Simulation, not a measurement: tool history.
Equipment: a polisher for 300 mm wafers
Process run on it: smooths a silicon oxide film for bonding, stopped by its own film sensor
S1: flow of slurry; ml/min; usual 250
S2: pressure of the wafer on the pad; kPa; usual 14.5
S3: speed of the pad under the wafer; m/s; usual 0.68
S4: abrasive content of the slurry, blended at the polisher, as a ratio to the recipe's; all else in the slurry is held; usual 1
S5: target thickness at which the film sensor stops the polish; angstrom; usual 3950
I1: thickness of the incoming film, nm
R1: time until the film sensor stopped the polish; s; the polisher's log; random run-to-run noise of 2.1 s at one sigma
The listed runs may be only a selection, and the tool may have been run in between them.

run     day   S1    S2    S3   S4    S5     I1     R1
  1       0  250  14.5  0.68    1  3950  458.8  134.1
  2   2.254  250  14.5  0.68    1  3950  461.8  147.6
  3   3.442  250  14.5  0.68    1  3870  465.5  170.1
      5.417  -- worn pad replaced by a new one
  4   6.012  250  14.5  0.68    1  3950  453.5  127.7
  5   7.354  250  14.5  0.68    1  3950  450.2  121.7
      9.017  -- slurry blender recalibrated
  6   9.888  250  14.5  0.68    1  3950  462.4  143.1
       12.5  -- head pressure recalibrated
  7  12.808  250    11  0.86    1  3950  467.7  174.3
  8  15.667  250    11  0.86    1  3950  458.8    157
      16.55  -- slurry nozzle cleaned
  9  17.283  250    11  0.86    1  3950  457.8  159.5
     18.238  -- worn pad replaced by a new one
 10  19.975  250  14.5   0.5    1  3950  463.1  201.7
 11  21.092  250  14.5   0.5    1  3950    465  211.6
       22.1  -- slurry blender recalibrated
 12  22.521  250  14.5  0.68    1  3950  455.4  140.7
 13  24.779  220  14.5   0.9  1.1  3950    461    123
 14  26.171  290  14.5   0.8    1  3870  457.1  140.2
     27.288  -- slurry nozzle cleaned, repeated, since the last time left the tool worse
 15  28.358  250  14.5  0.68    1  3950    460  136.7
     30.533  -- worn pad replaced by a new one
 16  30.858  300  14.5   0.8    1  4040  452.3   87.4
 17  32.304  250  14.5  0.68    1  3950  460.9  142.2
     34.858  -- head pressure recalibrated
 18  34.879  170  16.5   0.9    1  3750  464.5  140.7

The next listed run, before its measurement:
 19  36.471  280  17.9  0.82   1  3950  462.1   ?

R1: 99.4 s
If the tool had no hidden condition, the same run with the same run-to-run variation would have returned R1 98.4 s.

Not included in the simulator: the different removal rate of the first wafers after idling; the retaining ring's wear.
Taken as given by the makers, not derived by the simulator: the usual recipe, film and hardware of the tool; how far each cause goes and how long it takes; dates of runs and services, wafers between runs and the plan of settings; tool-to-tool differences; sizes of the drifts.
